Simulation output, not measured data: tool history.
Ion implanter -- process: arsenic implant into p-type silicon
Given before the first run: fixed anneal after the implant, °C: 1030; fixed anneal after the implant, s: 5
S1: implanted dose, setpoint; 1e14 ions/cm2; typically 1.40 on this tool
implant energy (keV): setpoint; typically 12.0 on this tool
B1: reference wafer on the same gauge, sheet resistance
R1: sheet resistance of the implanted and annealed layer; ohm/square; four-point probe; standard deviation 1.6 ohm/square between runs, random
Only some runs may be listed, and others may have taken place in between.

{"run": 1, "hour": 0.0, "S1": 1.4, "implant energy (keV)": 12.0, "B1": 452.0, "R1": 550.6}
{"run": 2, "hour": 62.7, "S1": 1.4, "implant energy (keV)": 12.0, "B1": 451.97, "R1": 546.59}
{"run": 3, "hour": 99.5, "S1": 1.4, "implant energy (keV)": 12.0, "B1": 452.13, "R1": 550.67}
{"run": 4, "hour": 166.0, "S1": 1.55, "implant energy (keV)": 9.0, "B1": 452.13, "R1": 527.79}
{"run": 5, "hour": 202.4, "S1": 1.55, "implant energy (keV)": 9.0, "B1": 452.06, "R1": 530.53}
{"hour": 230.0, "done": "gauge calibrated"}
{"run": 6, "hour": 273.1, "S1": 1.4, "implant energy (keV)": 12.0, "B1": 452.31, "R1": 555.75}
{"run": 7, "hour": 301.6, "S1": 1.4, "implant energy (keV)": 12.0, "B1": 452.05, "R1": 552.09}
{"hour": 329.3, "done": "extraction supply calibrated"}
{"run": 8, "hour": 361.9, "S1": 1.72, "implant energy (keV)": 8.0, "B1": 452.11, "R1": 497.96}
{"run": 9, "hour": 417.6, "S1": 1.59, "implant energy (keV)": 8.5, "B1": 452.0, "R1": 528.25}
{"run": 10, "hour": 452.3, "S1": 1.4, "implant energy (keV)": 12.0, "B1": 451.86, "R1": 557.9}
{"run": 11, "hour": 516.0, "S1": 1.58, "implant energy (keV)": 10.0, "B1": 452.0, "R1": 522.4}
{"hour": 533.2, "done": "Faraday cup replaced and dose calibrated"}
{"run": 12, "hour": 572.5, "S1": 1.05, "implant energy (keV)": 8.0, "B1": 451.86, "R1": 710.8}
{"run": 13, "hour": 638.1, "S1": 1.16, "implant energy (keV)": 10.0, "B1": 452.12, "R1": 642.07}
{"run": 14, "hour": 676.2, "S1": 1.67, "implant energy (keV)": 10.0, "B1": 452.24, "R1": 486.21}
{"run": 15, "hour": 733.2, "S1": 1.4, "implant energy (keV)": 12.0, "B1": 452.23, "R1": 542.07}

Forecast each of these 5 alternatives for the next run:
{"run": "A", "hour": 733.6, "S1": 1.28, "implant energy (keV)": 12.0, "B1": "?", "R1": "?"}
{"run": "B", "hour": 733.6, "S1": 1.06, "implant energy (keV)": 15.0, "B1": "?", "R1": "?"}
{"run": "C", "hour": 733.6, "S1": 1.6, "implant energy (keV)": 12.0, "B1": "?", "R1": "?"}
{"run": "D", "hour": 733.6, "S1": 1.4, "implant energy (keV)": 15.5, "B1": "?", "R1": "?"}
{"run": "E", "hour": 733.6, "S1": 1.51, "implant energy (keV)": 12.0, "B1": "?", "R1": "?"}

run=A B1=452.17 R1=579.06
run=B B1=452.17 R1=643.43
run=C B1=452.17 R1=490.17
run=D B1=452.17 R1=522.80
run=E B1=452.17 R1=511.92
Had the tool no hidden state, the same runs would have come out as:
run=A R1=580.77
run=B R1=645.27
run=C R1=491.63
run=D R1=524.32
run=E R1=513.44

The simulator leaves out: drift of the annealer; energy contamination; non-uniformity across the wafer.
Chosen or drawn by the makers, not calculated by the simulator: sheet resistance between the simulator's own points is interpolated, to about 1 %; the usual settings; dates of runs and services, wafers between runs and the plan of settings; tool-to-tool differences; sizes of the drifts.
